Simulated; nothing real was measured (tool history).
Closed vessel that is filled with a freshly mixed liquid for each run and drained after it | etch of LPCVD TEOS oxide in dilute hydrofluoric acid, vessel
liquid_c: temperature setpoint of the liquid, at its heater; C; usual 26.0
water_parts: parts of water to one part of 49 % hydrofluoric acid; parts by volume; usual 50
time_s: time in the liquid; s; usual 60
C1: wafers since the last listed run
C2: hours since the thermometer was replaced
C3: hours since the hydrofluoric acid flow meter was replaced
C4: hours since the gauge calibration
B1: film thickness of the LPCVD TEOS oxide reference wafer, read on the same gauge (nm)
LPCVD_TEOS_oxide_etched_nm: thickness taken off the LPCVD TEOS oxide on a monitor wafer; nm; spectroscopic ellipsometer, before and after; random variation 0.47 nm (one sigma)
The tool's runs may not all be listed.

run 1 hour=0.0 | liquid_c=26.0 water_parts=50 time_s=60 | C1=0 C2=1875.5 C3=359.7 C4=2403.0 | B1=149.99 | LPCVD_TEOS_oxide_etched_nm=80.82
run 2 hour=90.0 | liquid_c=26.0 water_parts=50 time_s=60 | C1=6607 C2=1965.5 C3=449.7 C4=2493.0 | B1=149.95 | LPCVD_TEOS_oxide_etched_nm=80.75
run 3 hour=130.7 | liquid_c=26.0 water_parts=50 time_s=60 | C1=2987 C2=2006.2 C3=490.4 C4=2533.7 | B1=149.96 | LPCVD_TEOS_oxide_etched_nm=79.62
run 4 hour=177.1 | liquid_c=26.0 water_parts=40 time_s=60 | C1=3406 C2=2052.6 C3=536.8 C4=2580.1 | B1=150.02 | LPCVD_TEOS_oxide_etched_nm=101.82
run 5 hour=249.5 | liquid_c=26.0 water_parts=40 time_s=60 | C1=5315 C2=2125.0 C3=609.2 C4=2652.5 | B1=149.98 | LPCVD_TEOS_oxide_etched_nm=100.85
run 6 hour=304.3 | liquid_c=26.0 water_parts=50 time_s=60 | C1=4023 C2=2179.8 C3=664.0 C4=2707.3 | B1=149.98 | LPCVD_TEOS_oxide_etched_nm=79.74
-- hour=328.0 thermometer replaced
run 7 hour=401.9 | liquid_c=26.0 water_parts=50 time_s=60 | C1=7091 C2=73.9 C3=761.6 C4=2804.9 | B1=149.99 | LPCVD_TEOS_oxide_etched_nm=82.63
run 8 hour=456.0 | liquid_c=26.0 water_parts=50 time_s=60 | C1=3971 C2=128.0 C3=815.7 C4=2859.0 | B1=149.96 | LPCVD_TEOS_oxide_etched_nm=82.29
run 9 hour=562.0 | liquid_c=26.0 water_parts=50 time_s=60 | C1=7781 C2=234.0 C3=921.7 C4=2965.0 | B1=150.00 | LPCVD_TEOS_oxide_etched_nm=82.45
run 10 hour=647.2 | liquid_c=26.0 water_parts=50 time_s=60 | C1=6254 C2=319.2 C3=1006.9 C4=3050.2 | B1=150.01 | LPCVD_TEOS_oxide_etched_nm=82.44
run 11 hour=750.5 | liquid_c=26.0 water_parts=50 time_s=60 | C1=7583 C2=422.5 C3=1110.2 C4=3153.5 | B1=150.02 | LPCVD_TEOS_oxide_etched_nm=81.71
run 12 hour=810.9 | liquid_c=26.0 water_parts=50 time_s=60 | C1=4434 C2=482.9 C3=1170.6 C4=3213.9 | B1=150.04 | LPCVD_TEOS_oxide_etched_nm=82.08
run 13 hour=882.2 | liquid_c=27.5 water_parts=65 time_s=70 | C1=5234 C2=554.2 C3=1241.9 C4=3285.2 | B1=150.00 | LPCVD_TEOS_oxide_etched_nm=76.22
run 14 hour=923.1 | liquid_c=26.0 water_parts=50 time_s=50 | C1=3002 C2=595.1 C3=1282.8 C4=3326.1 | B1=150.04 | LPCVD_TEOS_oxide_etched_nm=67.86
run 15 hour=1045.7 | liquid_c=24.0 water_parts=35 time_s=40 | C1=9000 C2=717.7 C3=1405.4 C4=3448.7 | B1=150.02 | LPCVD_TEOS_oxide_etched_nm=73.49
run 16 hour=1140.3 | liquid_c=26.0 water_parts=50 time_s=60 | C1=6944 C2=812.3 C3=1500.0 C4=3543.3 | B1=150.00 | LPCVD_TEOS_oxide_etched_nm=82.19
run 17 hour=1208.3 | liquid_c=22.5 water_parts=50 time_s=60 | C1=4992 C2=880.3 C3=1568.0 C4=3611.3 | B1=150.00 | LPCVD_TEOS_oxide_etched_nm=71.13
-- hour=1225.7 hydrofluoric acid flow meter replaced
run 18 hour=1286.1 | liquid_c=23.0 water_parts=65 time_s=85 | C1=5638 C2=958.1 C3=60.4 C4=3689.1 | B1=149.98 | LPCVD_TEOS_oxide_etched_nm=77.76
run 19 hour=1350.6 | liquid_c=24.0 water_parts=50 time_s=45 | C1=4735 C2=1022.6 C3=124.9 C4=3753.6 | B1=150.02 | LPCVD_TEOS_oxide_etched_nm=56.13
run 20 hour=1414.7 | liquid_c=26.0 water_parts=50 time_s=60 | C1=4705 C2=1086.7 C3=189.0 C4=3817.7 | B1=150.02 | LPCVD_TEOS_oxide_etched_nm=81.30
run 21 hour=1502.5 | liquid_c=28.5 water_parts=30 time_s=50 | C1=6445 C2=1174.5 C3=276.8 C4=3905.5 | B1=150.01 | LPCVD_TEOS_oxide_etched_nm=129.08
run 22 hour=1604.3 | liquid_c=26.0 water_parts=50 time_s=60 | C1=7473 C2=1276.3 C3=378.6 C4=4007.3 | B1=150.04 | LPCVD_TEOS_oxide_etched_nm=82.04
run 23 hour=1642.6 | liquid_c=26.0 water_parts=50 time_s=60 | C1=2811 C2=1314.6 C3=416.9 C4=4045.6 | B1=149.99 | LPCVD_TEOS_oxide_etched_nm=79.95
run 24 hour=1717.1 | liquid_c=30.0 water_parts=50 time_s=60 | C1=5469 C2=1389.1 C3=491.4 C4=4120.1 | B1=150.00 | LPCVD_TEOS_oxide_etched_nm=95.25
-- hour=1755.0 gauge calibrated
run 25 hour=1797.4 | liquid_c=27.5 water_parts=65 time_s=45 | C1=5895 C2=1469.4 C3=571.7 C4=42.4 | B1=149.96 | LPCVD_TEOS_oxide_etched_nm=47.92
run 26 hour=1840.8 | liquid_c=26.0 water_parts=50 time_s=60 | C1=3186 C2=1512.8 C3=615.1 C4=85.8 | B1=149.99 | LPCVD_TEOS_oxide_etched_nm=81.60

The next listed run, before its measurement:
run 27 hour=1918.8 | liquid_c=29.5 water_parts=35 time_s=60 | C1=5726 C2=1590.8 C3=693.1 C4=163.8 | B1=? | LPCVD_TEOS_oxide_etched_nm=?

{"run 27": {"B1": 149.97, "LPCVD_TEOS_oxide_etched_nm": 135.64}}
Without the tool's hidden state the same run would have given LPCVD_TEOS_oxide_etched_nm 138.99 nm.
